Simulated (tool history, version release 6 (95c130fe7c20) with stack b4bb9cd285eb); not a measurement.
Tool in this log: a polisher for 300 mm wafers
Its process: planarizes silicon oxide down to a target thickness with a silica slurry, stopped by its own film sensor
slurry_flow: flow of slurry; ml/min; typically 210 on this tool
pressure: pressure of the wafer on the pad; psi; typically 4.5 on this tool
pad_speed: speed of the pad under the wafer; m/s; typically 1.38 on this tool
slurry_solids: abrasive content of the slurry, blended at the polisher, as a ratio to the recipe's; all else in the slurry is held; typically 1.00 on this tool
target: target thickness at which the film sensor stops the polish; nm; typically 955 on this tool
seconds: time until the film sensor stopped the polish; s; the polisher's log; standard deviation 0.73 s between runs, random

| run | hour | slurry_flow | pressure | pad_speed | slurry_solids | target | wafers since the last listed run | wafers polished on this pad | hours since the slurry nozzle was cleaned | hours since the head pressure was calibrated | hours since the slurry blender was calibrated | hours since the conditioning disc was replaced | incoming thickness of the incoming film, nm | seconds |
|---|---|---|---|---|---|---|---|---|---|---|---|---|---|---|
| 1 | 0.0 | 210 | 5.7 | 1.38 | 1.00 | 955 | 0 | 2409 | 236.7 | 1019.4 | 445.7 | 29.9 | 1272.0 | 60.2 |
| 2 | 48.5 | 240 | 4.5 | 1.38 | 1.00 | 955 | 581 | 2990 | 285.2 | 1067.9 | 494.2 | 78.4 | 1259.5 | 70.9 |
|  | 60.1 | slurry blender recalibrated |
|  | 94.2 | head pressure recalibrated |
| 3 | 113.6 | 235 | 4.5 | 1.38 | 1.00 | 955 | 732 | 3723 | 350.3 | 19.4 | 53.5 | 143.5 | 1255.2 | 70.8 |
|  | 132.4 | worn pad replaced by a new one |
|  | 246.1 | slurry nozzle cleaned |
|  | 310.8 | conditioning disc replaced and pad reconditioned |
| 4 | 399.3 | 210 | 5.1 | 1.38 | 1.00 | 955 | 3341 | 3163 | 153.2 | 305.1 | 339.2 | 88.5 | 1268.1 | 71.4 |
|  | 454.3 | slurry blender recalibrated |
| 5 | 495.1 | 210 | 5.1 | 1.38 | 1.00 | 955 | 1124 | 4288 | 249.0 | 400.9 | 40.8 | 184.3 | 1272.1 | 74.2 |
|  | 541.2 | worn pad replaced by a new one |
| 6 | 580.8 | 210 | 4.5 | 1.38 | 1.00 | 955 | 979 | 474 | 334.7 | 486.6 | 126.5 | 270.0 | 1300.4 | 90.3 |
|  | 693.0 | conditioning disc replaced and pad reconditioned, repeated, since the last time left the tool worse |
|  | 696.9 | slurry nozzle cleaned |
| 7 | 697.5 | 210 | 4.5 | 1.38 | 1.00 | 955 | 1363 | 1838 | 0.6 | 603.3 | 243.2 | 4.5 | 1287.3 | 79.2 |
| 8 | 791.8 | 210 | 4.1 | 1.38 | 1.00 | 955 | 1130 | 2968 | 94.9 | 697.6 | 337.5 | 98.8 | 1303.3 | 88.3 |
| 9 | 830.8 | 210 | 4.5 | 1.38 | 1.00 | 955 | 467 | 3436 | 133.9 | 736.6 | 376.5 | 137.8 | 1281.7 | 75.7 |
|  | 884.4 | worn pad replaced by a new one |
| 10 | 889.3 | 210 | 4.5 | 1.38 | 1.00 | 955 | 653 | 58 | 192.4 | 795.1 | 435.0 | 196.3 | 1279.6 | 77.1 |
| 11 | 935.9 | 210 | 4.5 | 1.38 | 1.00 | 955 | 558 | 617 | 239.0 | 841.7 | 481.6 | 242.9 | 1279.7 | 77.7 |
|  | 968.4 | slurry blender recalibrated |
| 12 | 1011.1 | 210 | 4.5 | 1.68 | 1.30 | 955 | 877 | 1495 | 314.2 | 916.9 | 42.7 | 318.1 | 1284.0 | 60.2 |
|  | 1075.3 | conditioning disc replaced and pad reconditioned |
| 13 | 1118.7 | 210 | 3.0 | 1.38 | 1.00 | 955 | 1266 | 2761 | 421.8 | 1024.5 | 150.3 | 43.4 | 1276.9 | 110.5 |
| 14 | 1202.2 | 235 | 4.5 | 1.38 | 1.00 | 955 | 1001 | 3762 | 505.3 | 1108.0 | 233.8 | 126.9 | 1269.2 | 73.9 |
|  | 1231.2 | head pressure recalibrated |
|  | 1259.8 | slurry nozzle cleaned |
|  | 1283.9 | worn pad replaced by a new one |
| 15 | 1285.5 | 210 | 4.5 | 1.38 | 1.10 | 955 | 914 | 19 | 25.7 | 54.3 | 317.1 | 210.2 | 1307.3 | 79.0 |
| 16 | 1361.2 | 140 | 4.5 | 1.00 | 0.80 | 955 | 907 | 926 | 101.4 | 130.0 | 392.8 | 285.9 | 1296.2 | 132.0 |
|  | 1436.4 | slurry blender recalibrated |
| 17 | 1447.6 | 210 | 4.5 | 1.38 | 1.00 | 955 | 1011 | 1938 | 187.8 | 216.4 | 11.2 | 372.3 | 1279.1 | 80.5 |
|  | 1494.0 | conditioning disc replaced and pad reconditioned |
| 18 | 1498.4 | 260 | 4.5 | 1.38 | 1.00 | 955 | 585 | 2523 | 238.6 | 267.2 | 62.0 | 4.4 | 1280.5 | 73.8 |
| 19 | 1555.4 | 155 | 4.9 | 1.24 | 1.25 | 955 | 683 | 3207 | 295.6 | 324.2 | 119.0 | 61.4 | 1270.1 | 66.0 |
| 20 | 1636.7 | 210 | 5.1 | 1.38 | 1.00 | 955 | 974 | 4181 | 376.9 | 405.5 | 200.3 | 142.7 | 1279.4 | 68.6 |
|  | 1714.2 | worn pad replaced by a new one |
|  | 1717.0 | slurry nozzle cleaned |
| 21 | 1721.9 | 210 | 5.1 | 1.38 | 1.00 | 955 | 961 | 80 | 4.9 | 490.7 | 285.5 | 227.9 | 1262.7 | 65.7 |
| 22 | 1775.2 | 210 | 5.1 | 1.38 | 1.00 | 985 | 639 | 719 | 58.2 | 544.0 | 338.8 | 281.2 | 1286.0 | 64.7 |
| 23 | 1822.6 | 210 | 3.2 | 1.38 | 1.25 | 955 | 568 | 1287 | 105.6 | 591.4 | 386.2 | 328.6 | 1261.8 | 87.4 |
|  | 1863.2 | slurry blender recalibrated |
| 24 | 1875.7 | 210 | 4.5 | 1.38 | 0.70 | 915 | 612 | 1900 | 158.7 | 644.5 | 12.5 | 381.7 | 1279.4 | 135.2 |

Hidden condition of the tool, last listed run before each entry between runs versus first listed run after:
From run 2 to run 3: slurry blender recalibrated (hour 60.1); head pressure recalibrated (hour 94.2)
  time polished since the conditioner stopped cutting, s: 6.62 -> 11.2
  measured value less the no-hidden-state value, seconds: +0.5 -> +0.9 s
From run 3 to run 4: worn pad replaced by a new one (hour 132.4); slurry nozzle cleaned (hour 246.1); conditioning disc replaced and pad reconditioned (hour 310.8)
  time polished since the conditioner stopped cutting, s: 11.2 -> 85
  measured value less the no-hidden-state value, seconds: +0.9 -> +6.8 s
From run 4 to run 5: slurry blender recalibrated (hour 454.3)
  time polished since the conditioner stopped cutting, s: 85 -> 93.3
  measured value less the no-hidden-state value, seconds: +6.8 -> +7.6 s
From run 5 to run 6: worn pad replaced by a new one (hour 541.2)
  time polished since the conditioner stopped cutting, s: 93.3 -> 106
  measured value less the no-hidden-state value, seconds: +7.6 -> +9.4 s
From run 6 to run 7: conditioning disc replaced and pad reconditioned, repeated, since the last time left the tool worse (hour 693.0); slurry nozzle cleaned (hour 696.9)
  time polished since the conditioner stopped cutting, s: 106 -> 4.33
  measured value less the no-hidden-state value, seconds: +9.4 -> +0.4 s
From run 9 to run 10: worn pad replaced by a new one (hour 884.4)
  time polished since the conditioner stopped cutting, s: 10.4 -> 16.6
  measured value less the no-hidden-state value, seconds: +0.9 -> +1.5 s
From run 11 to run 12: slurry blender recalibrated (hour 968.4)
  time polished since the conditioner stopped cutting, s: 23.2 -> 36.6
  measured value less the no-hidden-state value, seconds: +2.0 -> +2.8 s
From run 12 to run 13: conditioning disc replaced and pad reconditioned (hour 1075.3)
  time polished since the conditioner stopped cutting, s: 36.6 -> 9.19
  measured value less the no-hidden-state value, seconds: +2.8 -> +0.8 s
From run 14 to run 15: head pressure recalibrated (hour 1231.2); slurry nozzle cleaned (hour 1259.8); worn pad replaced by a new one (hour 1283.9)
  time polished since the conditioner stopped cutting, s: 13.7 -> 22.7
  measured value less the no-hidden-state value, seconds: +1.1 -> +2.0 s
From run 16 to run 17: slurry blender recalibrated (hour 1436.4)
  time polished since the conditioner stopped cutting, s: 34.7 -> 52.9
  measured value less the no-hidden-state value, seconds: +4.1 -> +4.5 s
From run 17 to run 18: conditioning disc replaced and pad reconditioned (hour 1494.0)
  time polished since the conditioner stopped cutting, s: 52.9 -> 4.23
  measured value less the no-hidden-state value, seconds: +4.5 -> +0.3 s
From run 20 to run 21: worn pad replaced by a new one (hour 1714.2); slurry nozzle cleaned (hour 1717.0)
  time polished since the conditioner stopped cutting, s: 10.7 -> 20.8
  measured value less the no-hidden-state value, seconds: +1.0 -> +1.8 s
From run 23 to run 24: slurry blender recalibrated (hour 1863.2)
  time polished since the conditioner stopped cutting, s: 38.7 -> 50.8
  measured value less the no-hidden-state value, seconds: +2.8 -> +7.4 s

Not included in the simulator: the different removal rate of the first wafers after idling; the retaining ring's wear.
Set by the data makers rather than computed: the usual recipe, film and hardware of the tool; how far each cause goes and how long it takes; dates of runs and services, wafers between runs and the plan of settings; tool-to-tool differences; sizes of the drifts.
